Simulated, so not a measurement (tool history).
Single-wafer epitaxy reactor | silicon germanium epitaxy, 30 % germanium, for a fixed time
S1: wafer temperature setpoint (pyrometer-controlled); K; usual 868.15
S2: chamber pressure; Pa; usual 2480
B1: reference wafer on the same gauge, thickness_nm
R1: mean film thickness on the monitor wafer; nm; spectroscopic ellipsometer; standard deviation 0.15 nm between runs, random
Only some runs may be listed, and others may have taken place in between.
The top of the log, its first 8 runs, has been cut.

{"run": 9, "day": 24.596, "S1": 868.15, "S2": 2760, "B1": 49.082, "R1": 55.154}
{"day": 27.971, "done": "pyrometer calibrated"}
{"day": 28.775, "done": "capacitance manometer re-zeroed and calibrated"}
{"run": 10, "day": 28.808, "S1": 868.15, "S2": 2480, "B1": 49.073, "R1": 52.76}
{"run": 11, "day": 31.704, "S1": 868.15, "S2": 2480, "B1": 49.118, "R1": 52.802}
{"run": 12, "day": 34.438, "S1": 868.15, "S2": 2480, "B1": 49.123, "R1": 52.697}
{"run": 13, "day": 38.808, "S1": 868.15, "S2": 2480, "B1": 49.086, "R1": 52.778}
{"run": 14, "day": 40.967, "S1": 862.15, "S2": 1933, "B1": 49.122, "R1": 41.118}
{"run": 15, "day": 43.525, "S1": 861.15, "S2": 2853, "B1": 49.079, "R1": 48.594}
{"run": 16, "day": 45.679, "S1": 868.15, "S2": 2280, "B1": 49.116, "R1": 50.659}
{"run": 17, "day": 48.512, "S1": 876.15, "S2": 2000, "B1": 49.101, "R1": 56.239}
{"run": 18, "day": 51.483, "S1": 868.15, "S2": 2480, "B1": 49.065, "R1": 52.64}
{"run": 19, "day": 53.596, "S1": 868.15, "S2": 2480, "B1": 49.094, "R1": 52.756}
{"day": 56.408, "done": "gauge calibrated"}
{"day": 57.067, "done": "showerhead replaced"}
{"run": 20, "day": 57.171, "S1": 877.15, "S2": 3000, "B1": 49.101, "R1": 69.113}
{"run": 21, "day": 59.521, "S1": 853.15, "S2": 2266, "B1": 49.117, "R1": 36.645}
{"run": 22, "day": 64.712, "S1": 868.15, "S2": 2480, "B1": 49.052, "R1": 52.839}
{"run": 23, "day": 68.904, "S1": 862.15, "S2": 2973, "B1": 49.071, "R1": 50.402}
{"run": 24, "day": 72.996, "S1": 862.15, "S2": 2480, "B1": 49.07, "R1": 46.473}
{"run": 25, "day": 76.025, "S1": 875.15, "S2": 1907, "B1": 49.109, "R1": 53.911}
{"run": 26, "day": 79.917, "S1": 868.15, "S2": 2480, "B1": 49.126, "R1": 52.738}
{"run": 27, "day": 82.942, "S1": 868.15, "S2": 2480, "B1": 49.106, "R1": 52.732}
{"run": 28, "day": 85.088, "S1": 868.15, "S2": 2480, "B1": 49.071, "R1": 52.745}
{"run": 29, "day": 88.1, "S1": 882.15, "S2": 2066, "B1": 49.109, "R1": 64.656}
{"run": 30, "day": 89.896, "S1": 882.15, "S2": 2973, "B1": 49.088, "R1": 76.672}

Predict the results of run 31:
{"run": 31, "day": 94.754, "S1": 861.15, "S2": 2093, "B1": "?", "R1": "?"}

Run 31 produced B1 49.080, R1 41.764 nm.
Take away the tool's hidden state, keep the run-to-run variation as it was, and the same run would have given R1 41.764 nm.

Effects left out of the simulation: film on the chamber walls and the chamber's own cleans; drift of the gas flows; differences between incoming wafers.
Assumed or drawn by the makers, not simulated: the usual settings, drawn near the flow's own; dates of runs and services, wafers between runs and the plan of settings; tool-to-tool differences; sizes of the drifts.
